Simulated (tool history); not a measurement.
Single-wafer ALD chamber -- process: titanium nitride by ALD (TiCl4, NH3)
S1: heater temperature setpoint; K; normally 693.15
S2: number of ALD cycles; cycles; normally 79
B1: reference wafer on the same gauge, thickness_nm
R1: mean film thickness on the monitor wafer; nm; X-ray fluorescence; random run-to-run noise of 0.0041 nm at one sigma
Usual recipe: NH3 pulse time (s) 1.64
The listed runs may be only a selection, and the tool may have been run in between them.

run 1 hour=0 | S1=693.15 S2=79 NH3_pulse_time_(s)=1.44 | B1=1.472 | R1=1.623
run 2 hour=22.6 | S1=693.15 S2=79 NH3_pulse_time_(s)=1.44 | B1=1.47 | R1=1.619
run 3 hour=35.6 | S1=693.15 S2=79 NH3_pulse_time_(s)=1.44 | B1=1.47 | R1=1.622
run 4 hour=70.1 | S1=693.15 S2=91 NH3_pulse_time_(s)=1.92 | B1=1.47 | R1=1.879
-- hour=118.4 thermocouple changed; heater temperature recalibrated
run 5 hour=118.9 | S1=693.15 S2=91 NH3_pulse_time_(s)=1.92 | B1=1.468 | R1=1.876
-- hour=128.2 gauge calibrated
run 6 hour=142 | S1=693.15 S2=79 NH3_pulse_time_(s)=1.64 | B1=1.475 | R1=1.629
run 7 hour=172.6 | S1=693.15 S2=79 NH3_pulse_time_(s)=1.64 | B1=1.472 | R1=1.622
run 8 hour=199.5 | S1=707.15 S2=92 NH3_pulse_time_(s)=1.38 | B1=1.469 | R1=1.886
run 9 hour=213.5 | S1=693.15 S2=79 NH3_pulse_time_(s)=1.96 | B1=1.467 | R1=1.624
-- hour=223.3 showerhead replaced
run 10 hour=243.5 | S1=678.15 S2=79 NH3_pulse_time_(s)=1.64 | B1=1.465 | R1=1.608
run 11 hour=276.7 | S1=688.15 S2=90 NH3_pulse_time_(s)=1.64 | B1=1.463 | R1=1.83
run 12 hour=311.1 | S1=693.15 S2=79 NH3_pulse_time_(s)=1.64 | B1=1.462 | R1=1.61

Run 13 comes next. What will it give?
run 13 hour=336.4 | S1=693.15 S2=79 NH3_pulse_time_(s)=1.64 | B1=? | R1=?

B1: 1.462
R1: 1.616 nm
Had the tool carried no hidden state, the very same run would have given R1 1.637 nm.
